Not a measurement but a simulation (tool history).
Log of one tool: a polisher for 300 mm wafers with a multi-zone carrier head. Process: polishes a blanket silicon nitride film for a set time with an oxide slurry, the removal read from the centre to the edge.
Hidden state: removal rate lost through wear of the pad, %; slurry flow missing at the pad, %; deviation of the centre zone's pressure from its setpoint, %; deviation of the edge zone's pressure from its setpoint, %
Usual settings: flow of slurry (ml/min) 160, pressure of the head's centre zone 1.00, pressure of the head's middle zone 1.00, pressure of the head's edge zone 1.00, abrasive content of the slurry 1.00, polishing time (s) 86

run,hour,flow of slurry (ml/min),pressure of the head's centre zone,pressure of the head's middle zone,pressure of the head's edge zone,abrasive content of the slurry,polishing time (s),wafers since the last listed run,wafers polished on this pad,hours since the slurry nozzle was cleaned,hours since the centre zone pressure was calibrated,hours since the edge zone pressure was calibrated,hours since the carrier head's membrane was replaced,"incoming thickness of the incoming film, nm",film removed at the wafer's centre (angstrom),film removed at mid-radius (angstrom),film removed at the wafer's edge (angstrom)
1,0.0,160,1.00,1.00,1.00,1.00,86,0,743,179.3,447.6,1175.7,566.2,280.0,582,597,599
2,32.3,160,1.00,1.00,1.00,1.00,86,237,981,211.6,479.9,1208.0,598.5,284.5,575,586,607
3,64.2,160,1.00,1.00,1.00,1.00,86,234,1216,243.5,511.8,1239.9,630.4,277.3,569,582,606
4,76.2,160,1.00,1.00,1.00,1.00,86,88,1304,255.5,523.8,1251.9,642.4,284.7,570,574,596
# hour 80.9: worn pad replaced by a new one
# hour 85.7: carrier head's membrane replaced by a new one
# hour 104.8: edge zone pressure recalibrated
5,109.7,160,1.00,1.00,1.00,1.00,86,166,161,289.0,557.3,4.9,24.0,279.9,571,582,604
6,143.3,160,1.00,0.89,1.00,1.00,86,247,409,322.6,590.9,38.5,57.6,281.1,564,533,595
7,172.3,130,1.00,1.00,0.91,1.00,111,213,622,351.6,619.9,67.5,86.6,281.5,697,713,725
8,186.4,160,1.00,1.00,1.00,0.70,61,103,726,365.7,634.0,81.6,100.7,281.6,331,336,352
# hour 212.2: centre zone pressure recalibrated
9,215.2,195,0.95,1.00,1.00,0.75,109,197,923,394.5,3.0,110.4,129.5,285.9,630,638,665
# hour 242.8: slurry nozzle cleaned
10,243.3,160,1.00,1.00,1.00,1.00,86,199,1123,0.5,31.1,138.5,157.6,278.4,627,606,619
# hour 276.7: worn pad replaced by a new one
11,277.2,160,1.00,1.00,1.00,1.00,86,220,4,34.4,65.0,172.4,191.5,281.9,614,605,623
12,286.3,205,1.00,1.11,0.95,1.00,86,66,71,43.5,74.1,181.5,200.6,274.2,640,670,618
13,298.5,160,1.00,1.00,1.00,1.30,86,89,160,55.7,86.3,193.7,212.8,276.5,688,678,690
14,319.6,215,1.00,1.00,1.00,1.00,86,155,316,76.8,107.4,214.8,233.9,279.0,622,632,638
15,336.5,160,1.00,1.00,0.89,1.00,86,124,440,93.7,124.3,231.7,250.8,279.4,603,605,580
16,358.9,160,1.00,1.00,1.00,1.00,86,164,605,116.1,146.7,254.1,273.2,282.9,603,599,629
17,385.1,160,0.90,1.00,1.00,1.25,86,192,798,142.3,172.9,280.3,299.4,275.7,605,658,675
18,413.5,160,1.00,1.00,1.00,1.00,86,209,1007,170.7,201.3,308.7,327.8,282.2,591,595,613
19,425.8,135,1.00,1.04,1.00,1.00,97,90,1097,183.0,213.6,321.0,340.1,281.1,654,673,678
20,446.0,105,1.00,1.00,1.00,1.10,86,148,1246,203.2,233.8,341.2,360.3,279.5,573,578,608
21,459.5,175,1.00,0.95,1.00,1.00,86,99,1345,216.7,247.3,354.7,373.8,280.3,590,576,608
22,472.3,110,1.04,1.00,1.00,0.80,86,94,1439,229.5,260.1,367.5,386.6,284.6,509,504,521
# hour 493.1: worn pad replaced by a new one
23,542.0,160,1.00,1.00,1.00,1.00,77,483,359,299.2,329.8,437.2,456.3,279.1,512,521,537

Hidden state or all else? Some run-to-run changes of film removed at the wafer's centre (angstrom), split into what the settings, what came in and random variation would give without the hidden state, and what is left for the hidden state (with any gauge scatter that isn't in both results):
Run 7 -> 8: flow of slurry (ml/min) 130 -> 160, pressure of the head's edge zone 0.91 -> 1.00, abrasive content of the slurry 1.00 -> 0.70, polishing time (s) 111 -> 61. film removed at the wafer's centre (angstrom) -366: hidden state +49, all else -415.
Run 8 -> 9: flow of slurry (ml/min) 160 -> 195, pressure of the head's centre zone 1.00 -> 0.95, abrasive content of the slurry 0.70 -> 0.75, polishing time (s) 61 -> 109, centre zone pressure recalibrated. film removed at the wafer's centre (angstrom) +299: hidden state -7, all else +306.
Run 9 -> 10: flow of slurry (ml/min) 195 -> 160, pressure of the head's centre zone 0.95 -> 1.00, abrasive content of the slurry 0.75 -> 1.00, polishing time (s) 109 -> 86, slurry nozzle cleaned. film removed at the wafer's centre (angstrom) -3: hidden state +41, all else -44.

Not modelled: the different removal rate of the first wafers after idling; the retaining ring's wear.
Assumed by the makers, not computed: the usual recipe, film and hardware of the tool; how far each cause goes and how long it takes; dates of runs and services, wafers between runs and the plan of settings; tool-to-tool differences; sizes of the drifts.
